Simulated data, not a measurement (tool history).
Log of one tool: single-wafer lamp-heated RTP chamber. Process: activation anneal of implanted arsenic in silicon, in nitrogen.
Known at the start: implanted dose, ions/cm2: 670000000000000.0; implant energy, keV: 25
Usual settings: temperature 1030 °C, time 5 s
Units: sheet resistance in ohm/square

run	day	temperature	time	read-back reference wafer on the same gauge, sheet resistance	sheet resistance
1	0.000	1013	5	173.00	162.81
2	0.800	1013	5	173.08	162.98
3	1.708	1030	5	172.86	160.53
4	2.738	1030	5	172.98	160.05
5	3.525	1030	5	172.96	159.74
6	4.483	1030	5	172.88	159.79
7	5.229	1030	5	172.97	159.74
# day 6.250: pyrometer window cleaned and pyrometer calibrated
8	6.658	1030	5	172.96	160.67
9	7.417	1030	5	173.01	160.24
10	8.604	1030	5	172.91	160.67
11	10.008	1030	5	173.04	160.63
12	11.425	1030	6	172.86	159.11
# day 12.796: pyrometer window cleaned and pyrometer calibrated
# day 14.112: gauge calibrated
13	15.800	1030	6	173.03	160.37
14	16.929	1007	5	173.03	164.01
15	17.746	1056	5	173.04	157.22
16	18.696	1030	4	173.00	161.40
# day 19.262: pyrometer window cleaned and pyrometer calibrated
17	19.562	1046	5	172.96	159.07
18	20.746	1020	3	173.01	164.93
# day 21.700: reflector plate cleaned
19	21.942	1007	7	172.94	161.64
20	22.658	1005	5	172.99	163.89
21	23.425	1022	8	172.96	159.20
22	24.154	1056	5	173.02	157.54
23	25.925	1017	4	173.05	162.58
24	26.483	1030	5	173.00	159.59
# day 27.317: pyrometer window cleaned and pyrometer calibrated
25	27.371	1007	5	173.02	163.79
26	28.283	1021	5	172.94	162.11
27	29.438	1056	3	173.09	160.44
28	30.812	1030	5	172.96	160.42

Run 29 comes next. What will it give?
29	32.188	1002	8	?	?

Run 29 gave read-back reference wafer on the same gauge, sheet resistance 173.00, sheet resistance 161.63 ohm/square.
Without the tool's hidden state the same run would have given sheet resistance 162.51 ohm/square.
